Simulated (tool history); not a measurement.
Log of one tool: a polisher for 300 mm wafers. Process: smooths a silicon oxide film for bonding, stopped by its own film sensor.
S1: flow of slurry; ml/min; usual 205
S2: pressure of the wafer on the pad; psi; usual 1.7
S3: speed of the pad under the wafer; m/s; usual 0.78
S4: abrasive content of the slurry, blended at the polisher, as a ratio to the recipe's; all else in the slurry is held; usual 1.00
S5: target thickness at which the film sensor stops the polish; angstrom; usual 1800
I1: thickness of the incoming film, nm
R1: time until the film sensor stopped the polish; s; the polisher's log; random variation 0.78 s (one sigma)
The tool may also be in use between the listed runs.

Run 1, hour 0.0: usual settings; I1 230.4. Result: R1 96.8 s.
Run 2, hour 53.3: usual settings; I1 233.1. Result: R1 103.7 s.
At hour 93.7: slurry blender recalibrated.
Run 3, hour 108.4: usual settings; I1 230.1. Result: R1 97.9 s.
Run 4, hour 135.6: usual settings; I1 230.7. Result: R1 99.8 s.
Run 5, hour 185.8: usual settings; I1 234.0. Result: R1 105.6 s.
At hour 196.3: head pressure recalibrated.
Run 6, hour 244.8: usual settings; I1 229.7. Result: R1 100.0 s.
Run 7, hour 287.0: usual settings but S2 2.0 psi; I1 230.8. Result: R1 90.9 s.
At hour 310.7: worn pad replaced by a new one, repeated, since the last time left the tool worse.
Run 8, hour 318.1: usual settings but S2 2.0 psi; I1 233.8. Result: R1 82.3 s.
Run 9, hour 352.9: usual settings but S2 1.9 psi; I1 231.1. Result: R1 80.7 s.
Run 10, hour 417.1: usual settings but S2 1.9 psi; I1 227.4. Result: R1 75.2 s.
At hour 441.7: slurry blender recalibrated.
Run 11, hour 452.4: usual settings but S2 1.9 psi; I1 230.1. Result: R1 81.3 s.
Run 12, hour 520.7: usual settings but S4 1.25; I1 231.1. Result: R1 85.6 s.
At hour 560.5: slurry nozzle cleaned.
Run 13, hour 587.2: usual settings but S4 1.25; I1 225.5. Result: R1 77.3 s.
Run 14, hour 627.3: usual settings but S2 1.3 psi, S4 1.25; I1 227.9. Result: R1 103.2 s.
Run 15, hour 657.3: usual settings but S2 2.1 psi, S5 1620 angstrom; I1 230.0. Result: R1 103.4 s.
Run 16, hour 690.9: usual settings but S4 1.10, S5 1740 angstrom; I1 227.6. Result: R1 97.7 s.
At hour 698.6: worn pad replaced by a new one.
Run 17, hour 720.5: usual settings but S2 1.2 psi, S4 1.10, S5 1740 angstrom; I1 229.6. Result: R1 128.4 s.
Run 18, hour 757.4: usual settings; I1 229.5. Result: R1 86.2 s.
At hour 790.9: slurry blender recalibrated.
Run 19, hour 822.8: usual settings; I1 230.5. Result: R1 88.7 s.
Run 20, hour 879.3: usual settings but S1 225 ml/min, S2 2.0 psi, S3 0.70 m/s, S4 0.75; I1 232.6. Result: R1 95.3 s.
Run 21, hour 929.9: usual settings but S2 2.3 psi, S5 1720 angstrom; I1 230.7. Result: R1 79.8 s.
Run 22, hour 986.4: usual settings but S1 180 ml/min, S3 1.06 m/s, S4 1.15, S5 1700 angstrom; I1 230.4. Result: R1 84.0 s.
At hour 1008.7: worn pad replaced by a new one.
Run 23, hour 1015.7: usual settings; I1 227.3. Result: R1 83.6 s.
At hour 1033.4: head pressure recalibrated.
Run 24, hour 1042.8: usual settings but S2 1.5 psi; I1 231.6. Result: R1 101.9 s.
Run 25, hour 1081.1: usual settings but S2 1.2 psi; I1 232.4. Result: R1 125.5 s.
At hour 1084.1: slurry blender recalibrated.
Run 26, hour 1122.2: usual settings but S2 1.3 psi, S4 1.25, S5 1860 angstrom; I1 225.9. Result: R1 84.2 s.
Run 27, hour 1166.0: usual settings but S1 165 ml/min; I1 226.0. Result: R1 84.8 s.
Run 28, hour 1211.7: usual settings but S2 2.3 psi, S5 1720 angstrom; I1 227.0. Result: R1 73.6 s.
Run 29, hour 1254.1: usual settings but S4 1.15; I1 231.4. Result: R1 87.9 s.
At hour 1319.2: worn pad replaced by a new one.
Run 30, hour 1319.7: usual settings but S1 270 ml/min, S2 1.9 psi, S3 0.54 m/s, S4 1.20; I1 227.5. Result: R1 90.2 s.

Forecast each of these 4 alternatives for the next run:
Run A, hour 1320.2: usual settings; I1 230.2. Result: R1 ?.
Run B, hour 1320.2: usual settings but S3 0.86 m/s; I1 230.2. Result: R1 ?.
Run C, hour 1320.2: usual settings but S5 1850 angstrom; I1 230.2. Result: R1 ?.
Run D, hour 1320.2: usual settings but S2 1.2 psi, S4 0.80; I1 230.2. Result: R1 ?.

run     R1
  A   87.9
  B   81.5
  C   79.1
  D  129.6
Without the tool's hidden state the same runs would have given:
run     R1
  A   87.6
  B   81.2
  C   78.9
  D  129.2
